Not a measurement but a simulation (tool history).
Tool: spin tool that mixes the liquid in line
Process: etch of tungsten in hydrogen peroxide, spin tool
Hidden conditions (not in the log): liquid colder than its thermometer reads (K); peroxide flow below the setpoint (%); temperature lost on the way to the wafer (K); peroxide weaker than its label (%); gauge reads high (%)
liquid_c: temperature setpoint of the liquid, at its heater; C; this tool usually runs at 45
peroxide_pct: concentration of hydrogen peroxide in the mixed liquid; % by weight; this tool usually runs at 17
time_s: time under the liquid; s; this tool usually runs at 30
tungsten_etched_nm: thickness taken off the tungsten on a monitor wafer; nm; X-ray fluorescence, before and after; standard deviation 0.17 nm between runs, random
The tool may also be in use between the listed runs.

run	hour	liquid_c	peroxide_pct	time_s	wafers since the last listed run	hours since the thermometer was replaced	hours since the peroxide flow meter was replaced	hours since the heated supply line was repaired	hours since the drum of peroxide was connected	hours since the gauge calibration	read-back film thickness of the tungsten reference wafer, read on the same gauge (nm)	tungsten_etched_nm
1	0	45	17	30	0	1425.8	889.6	2229.1	91.3	1106.1	70.01	20.18
2	107	45	17	30	1871	1532.8	996.6	2336.1	198.3	1213.1	70	20.41
# hour 190.6: peroxide flow meter replaced
3	200.6	45	17	30	1619	1626.4	10	2429.7	291.9	1306.7	69.99	19.9
4	287.8	45	17	30	1525	1713.6	97.2	2516.9	379.1	1393.9	69.98	20.04
5	329.3	45	17	30	725	1755.1	138.7	2558.4	420.6	1435.4	69.99	20
6	387.2	45	17	30	1012	1813	196.6	2616.3	478.5	1493.3	70.01	19.89
7	424	45	17	30	643	1849.8	233.4	2653.1	515.3	1530.1	70.03	19.95
# hour 452.7: new drum of peroxide connected
8	465.2	45	17	30	703	1891	274.6	2694.3	12.5	1571.3	69.99	19.99
9	578.6	48	17	30	1983	2004.4	388	2807.7	125.9	1684.7	70	24.09
10	663.6	45	17	30	1486	2089.4	473	2892.7	210.9	1769.7	69.99	20.1
# hour 741.6: heated supply line repaired
11	761	45	17	30	1686	2186.8	570.4	19.4	308.3	1867.1	70	21.2
12	826.8	50	17	50	1150	2252.6	636.2	85.2	374.1	1932.9	69.99	47.44
13	878.4	50	17	50	902	2304.2	687.8	136.8	425.7	1984.5	70.01	47.51
# hour 957.9: new drum of peroxide connected
14	979	45	17	30	1742	2404.8	788.4	237.4	21.1	2085.1	70	20.75
15	1066.2	54	21	50	1525	2492	875.6	324.6	108.3	2172.3	70	68.44
16	1140.3	45	17	30	1296	2566.1	949.7	398.7	182.4	2246.4	69.99	21.13
# hour 1219.6: gauge calibrated
17	1222.3	45	12.5	45	1434	2648.1	1031.7	480.7	264.4	2.7	69.98	26.91
18	1314.3	45	12.5	30	1609	2740.1	1123.7	572.7	356.4	94.7	69.99	17.87
# hour 1358.1: peroxide flow meter replaced
# hour 1384.4: thermometer replaced
19	1392.8	45	17	30	1338	8.4	34.7	651.2	434.9	173.2	69.99	20.67
# hour 1427.4: new drum of peroxide connected
20	1431.3	45	17	15	655	46.9	73.2	689.7	3.9	211.7	70	10.37
21	1532.6	45	17	30	1771	148.2	174.5	791	105.2	313	70.01	20.63
22	1575.4	37.5	13	45	748	191	217.3	833.8	148	355.8	69.99	16.74
23	1656.9	51.5	12.5	20	1425	272.5	298.8	915.3	229.5	437.3	70	17.84
24	1723.6	45	17	30	1166	339.2	365.5	982	296.2	504	69.98	21.08
25	1759.9	50	13	20	634	375.5	401.8	1018.3	332.5	540.3	70	16.43
26	1844.6	45	14	30	1481	460.2	486.5	1103	417.2	625	70	18.57
# hour 1852.2: new drum of peroxide connected
27	1942.5	52.5	21.5	15	1694	558.1	584.4	1200.9	90.3	722.9	70	18.62

Below are 3 alternative next runs, each starting from the tool's condition after run 27. Predict each:
A	1942.9	45	17	30	6	558.5	584.8	1201.3	90.7	723.3	?	?
B	1942.9	45	17	20	6	558.5	584.8	1201.3	90.7	723.3	?	?
C	1942.9	40.5	15	25	6	558.5	584.8	1201.3	90.7	723.3	?	?

run	read-back film thickness of the tungsten reference wafer, read on the same gauge (nm)	tungsten_etched_nm
A	70.01	20.59
B	70.01	13.72
C	70.01	12.07
The same runs, with their run-to-run variation unchanged, on a tool lacking any hidden condition would have given:
run	tungsten_etched_nm
A	21.33
B	14.22
C	12.52
